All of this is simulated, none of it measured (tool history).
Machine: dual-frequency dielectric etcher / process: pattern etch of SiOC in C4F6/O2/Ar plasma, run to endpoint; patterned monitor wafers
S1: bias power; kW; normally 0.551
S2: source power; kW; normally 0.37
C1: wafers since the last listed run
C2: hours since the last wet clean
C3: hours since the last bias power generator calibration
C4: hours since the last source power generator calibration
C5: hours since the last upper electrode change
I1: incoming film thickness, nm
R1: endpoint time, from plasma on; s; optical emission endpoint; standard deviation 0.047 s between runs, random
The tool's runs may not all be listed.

Run 1, hour 0: usual settings; C1 0; C2 510.2; C3 4097.5; C4 2895.5; C5 1004.2; I1 50.02. Result: R1 15.1 s.
At hour 42.6: wet clean of the chamber.
Run 2, hour 43.9: usual settings but S2 0.42 kW; C1 336; C2 1.3; C3 4141.4; C4 2939.4; C5 1048.1; I1 50.15. Result: R1 14.1 s.
Run 3, hour 95.3: usual settings but S2 0.42 kW; C1 868; C2 52.7; C3 4192.8; C4 2990.8; C5 1099.5; I1 50.2. Result: R1 14.2 s.
Run 4, hour 119.6: usual settings; C1 410; C2 77; C3 4217.1; C4 3015.1; C5 1123.8; I1 50.06. Result: R1 14.9 s.
Run 5, hour 151.1: usual settings but S2 0.41 kW; C1 532; C2 108.5; C3 4248.6; C4 3046.6; C5 1155.3; I1 49.87. Result: R1 14.3 s.
Run 6, hour 190.5: usual settings but S2 0.41 kW; C1 665; C2 147.9; C3 4288; C4 3086; C5 1194.7; I1 50.25. Result: R1 14.4 s.
Run 7, hour 253: usual settings; C1 1055; C2 210.4; C3 4350.5; C4 3148.5; C5 1257.2; I1 50.17. Result: R1 14.9 s.
Run 8, hour 297.7: usual settings; C1 755; C2 255.1; C3 4395.2; C4 3193.2; C5 1301.9; I1 49.58. Result: R1 14.7 s.
Run 9, hour 363.5: usual settings; C1 1111; C2 320.9; C3 4461; C4 3259; C5 1367.7; I1 49.69. Result: R1 14.8 s.
At hour 419.3: bias power generator calibrated.
Run 10, hour 563.9: usual settings; C1 3318; C2 521.3; C3 144.6; C4 3459.4; C5 1568.1; I1 49.64. Result: R1 15 s.
At hour 591.5: wet clean of the chamber.
Run 11, hour 635.8: usual settings; C1 809; C2 44.3; C3 216.5; C4 3531.3; C5 1640; I1 49.57. Result: R1 14.6 s.
Run 12, hour 683.6: usual settings; C1 807; C2 92.1; C3 264.3; C4 3579.1; C5 1687.8; I1 50.36. Result: R1 14.9 s.
Run 13, hour 707.9: usual settings; C1 410; C2 116.4; C3 288.6; C4 3603.4; C5 1712.1; I1 50.04. Result: R1 14.8 s.
Run 14, hour 772.3: usual settings but S1 0.505 kW, S2 0.42 kW; C1 1088; C2 180.8; C3 353; C4 3667.8; C5 1776.5; I1 49.53. Result: R1 14.4 s.
At hour 820.7: upper electrode replaced.
Run 15, hour 843.4: usual settings; C1 795; C2 251.9; C3 424.1; C4 3738.9; C5 22.7; I1 49.62. Result: R1 14.7 s.
Run 16, hour 894.2: usual settings but S1 0.607 kW, S2 0.32 kW; C1 858; C2 302.7; C3 474.9; C4 3789.7; C5 73.5; I1 49.97. Result: R1 15.3 s.
Run 17, hour 937.8: usual settings; C1 736; C2 346.3; C3 518.5; C4 3833.3; C5 117.1; I1 49.97. Result: R1 15 s.
At hour 954: source power generator calibrated.
Run 18, hour 992.6: usual settings but S1 0.49 kW, S2 0.43 kW; C1 858; C2 401.1; C3 573.3; C4 38.6; C5 171.9; I1 49.77. Result: R1 14.7 s.
Run 19, hour 1033.6: usual settings but S1 0.493 kW, S2 0.33 kW; C1 692; C2 442.1; C3 614.3; C4 79.6; C5 212.9; I1 50.36. Result: R1 16.4 s.
Run 20, hour 1090.7: usual settings but S1 0.491 kW, S2 0.34 kW; C1 964; C2 499.2; C3 671.4; C4 136.7; C5 270; I1 50.11. Result: R1 16.3 s.
Run 21, hour 1153.6: usual settings but S1 0.493 kW, S2 0.43 kW; C1 1062; C2 562.1; C3 734.3; C4 199.6; C5 332.9; I1 49.7. Result: R1 14.8 s.
At hour 1236.8: wet clean of the chamber.
Run 22, hour 1237.3: usual settings; C1 1008; C2 0.5; C3 818; C4 283.3; C5 416.6; I1 49.76. Result: R1 14.6 s.
Run 23, hour 1249.7: usual settings but S1 0.664 kW; C1 209; C2 12.9; C3 830.4; C4 295.7; C5 429; I1 50.23. Result: R1 13.9 s.
Run 24, hour 1284.6: usual settings; C1 589; C2 47.8; C3 865.3; C4 330.6; C5 463.9; I1 49.92. Result: R1 14.6 s.
Run 25, hour 1308.8: usual settings; C1 408; C2 72; C3 889.5; C4 354.8; C5 488.1; I1 49.63. Result: R1 14.6 s.
Run 26, hour 1377.6: usual settings but S1 0.65 kW, S2 0.34 kW; C1 1162; C2 140.8; C3 958.3; C4 423.6; C5 556.9; I1 50.23. Result: R1 14.5 s.

Branching from run 26: 5 alternative next runs. What would each branch give?
Run A, hour 1378: usual settings but S2 0.3 kW; C1 6; C2 141.2; C3 958.7; C4 424; C5 557.3; I1 50.29. Result: R1 ?.
Run B, hour 1378: usual settings but S2 0.4 kW; C1 6; C2 141.2; C3 958.7; C4 424; C5 557.3; I1 50.29. Result: R1 ?.
Run C, hour 1378: usual settings but S1 0.424 kW, S2 0.34 kW; C1 6; C2 141.2; C3 958.7; C4 424; C5 557.3; I1 50.29. Result: R1 ?.
Run D, hour 1378: usual settings but S2 0.28 kW; C1 6; C2 141.2; C3 958.7; C4 424; C5 557.3; I1 50.29. Result: R1 ?.
Run E, hour 1378: usual settings but S1 0.494 kW, S2 0.34 kW; C1 6; C2 141.2; C3 958.7; C4 424; C5 557.3; I1 50.29. Result: R1 ?.

run    R1
  A  15.9
  B  14.4
  C  16.4
  D  16.3
  E  15.8
The same runs, with their run-to-run variation unchanged, on a tool lacking any hidden condition would have given:
run    R1
  A  15.9
  B  14.4
  C  16.4
  D  16.3
  E  15.7

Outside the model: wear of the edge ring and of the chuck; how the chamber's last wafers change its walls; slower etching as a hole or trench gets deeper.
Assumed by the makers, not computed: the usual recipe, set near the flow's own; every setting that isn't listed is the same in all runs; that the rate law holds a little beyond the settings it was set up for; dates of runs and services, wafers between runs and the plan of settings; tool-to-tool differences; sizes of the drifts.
